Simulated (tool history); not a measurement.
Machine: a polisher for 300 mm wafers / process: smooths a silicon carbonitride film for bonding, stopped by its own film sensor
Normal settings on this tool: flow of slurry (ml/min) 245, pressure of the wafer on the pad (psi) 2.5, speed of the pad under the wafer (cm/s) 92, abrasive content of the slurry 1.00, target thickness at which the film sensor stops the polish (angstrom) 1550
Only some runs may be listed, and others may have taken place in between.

run,hour,flow of slurry (ml/min),pressure of the wafer on the pad (psi),speed of the pad under the wafer (cm/s),abrasive content of the slurry,target thickness at which the film sensor stops the polish (angstrom),wafers since the last listed run,wafers polished on this pad,hours since the slurry nozzle was cleaned,hours since the head pressure was calibrated,hours since the slurry blender was calibrated,"incoming thickness of the incoming film, nm",time until the film sensor stopped the polish (s)
1,0.0,245,2.8,92,1.00,1550,0,1722,177.1,721.6,82.5,197.5,121.9
2,48.3,245,2.8,92,1.00,1550,423,2145,225.4,769.9,130.8,198.5,121.2
3,115.0,245,2.8,92,1.00,1550,585,2730,292.1,836.6,197.5,200.5,137.3
# hour 126.5: worn pad replaced by a new one
# hour 138.7: slurry nozzle cleaned
# hour 172.5: head pressure recalibrated
4,186.8,245,2.5,92,1.00,1550,568,502,48.1,14.3,269.3,196.7,136.7
# hour 245.3: slurry blender recalibrated
5,250.8,245,2.5,92,1.00,1550,543,1046,112.1,78.3,5.5,201.9,139.2
6,318.8,245,2.5,92,1.00,1480,596,1642,180.1,146.3,73.5,202.0,168.1
7,380.9,245,2.5,92,1.00,1480,544,2187,242.2,208.4,135.6,196.9,162.9
8,408.8,245,2.5,92,0.85,1550,244,2432,270.1,236.3,163.5,197.1,151.8
# hour 450.0: slurry nozzle cleaned
9,465.7,245,2.5,92,0.85,1550,490,2922,15.7,293.2,220.4,200.1,156.6
# hour 474.2: worn pad replaced by a new one
10,521.2,245,2.5,92,1.00,1550,451,412,71.2,348.7,275.9,199.0,140.2
# hour 536.5: slurry blender recalibrated
11,589.7,245,2.5,92,1.00,1550,583,995,139.7,417.2,53.2,202.7,153.6
12,659.9,245,2.5,92,1.00,1550,615,1611,209.9,487.4,123.4,197.3,136.2
# hour 795.7: slurry nozzle cleaned
# hour 812.4: worn pad replaced by a new one
13,817.7,245,2.7,98,1.00,1550,1340,46,22.0,645.2,281.2,200.4,139.3
14,872.4,170,2.5,92,1.00,1660,479,526,76.7,699.9,335.9,203.9,144.3
# hour 917.0: slurry blender recalibrated
15,936.0,305,2.2,76,0.85,1550,540,1067,140.3,763.5,19.0,195.9,169.1
# hour 1000.8: head pressure recalibrated
16,1004.5,245,2.1,92,1.00,1700,583,1650,208.8,3.7,87.5,199.0,104.1
17,1034.3,280,2.5,80,1.00,1680,261,1911,238.6,33.5,117.3,196.9,100.2
18,1092.5,245,1.7,92,1.00,1550,510,2422,296.8,91.7,175.5,199.9,195.2
# hour 1123.8: slurry nozzle cleaned
# hour 1130.4: worn pad replaced by a new one
19,1130.9,245,2.2,92,1.00,1550,292,4,7.1,130.1,213.9,201.2,156.6
20,1181.0,245,2.5,92,1.00,1550,439,443,57.2,180.2,264.0,197.5,136.5
# hour 1208.4: slurry blender recalibrated
21,1208.9,160,1.8,92,1.00,1550,227,671,85.1,208.1,0.5,198.3,182.9
22,1240.2,245,2.5,92,1.00,1550,274,945,116.4,239.4,31.8,202.1,147.4
23,1278.4,295,2.5,100,1.00,1690,335,1280,154.6,277.6,70.0,201.1,91.5
24,1330.5,245,2.5,92,1.00,1550,457,1737,206.7,329.7,122.1,201.7,155.9
25,1392.7,290,2.7,122,1.25,1550,545,2283,268.9,391.9,184.3,201.1,102.7
26,1451.9,245,2.5,92,1.00,1550,519,2802,328.1,451.1,243.5,201.6,164.4
# hour 1470.2: worn pad replaced by a new one
27,1484.1,225,2.5,80,1.25,1550,247,121,360.3,483.3,275.7,200.7,174.1
# hour 1491.4: slurry nozzle cleaned
# hour 1511.4: slurry blender recalibrated
28,1543.2,245,2.5,92,1.00,1550,492,613,51.8,542.4,31.8,202.2,138.8
29,1581.0,245,2.5,92,0.70,1550,331,945,89.6,580.2,69.6,200.4,166.2

5 options for the next run, each taken on its own from the tool as it stands now. Forecast them:
A,1581.5,245,2.5,92,1.00,1550,4,949,90.1,580.7,70.1,201.2,?
B,1581.5,245,2.9,122,1.00,1550,4,949,90.1,580.7,70.1,201.2,?
C,1581.5,310,2.5,92,1.00,1550,4,949,90.1,580.7,70.1,201.2,?
D,1581.5,245,2.5,120,1.00,1400,4,949,90.1,580.7,70.1,201.2,?
E,1581.5,215,2.1,92,1.00,1550,4,949,90.1,580.7,70.1,201.2,?

run,time until the film sensor stopped the polish (s)
A,139.9
B,99.2
C,135.8
D,149.8
E,163.1
With the hidden condition removed and each run's random variation left untouched, the same runs would have given:
run,time until the film sensor stopped the polish (s)
A,135.6
B,96.2
C,132.3
D,145.2
E,157.5

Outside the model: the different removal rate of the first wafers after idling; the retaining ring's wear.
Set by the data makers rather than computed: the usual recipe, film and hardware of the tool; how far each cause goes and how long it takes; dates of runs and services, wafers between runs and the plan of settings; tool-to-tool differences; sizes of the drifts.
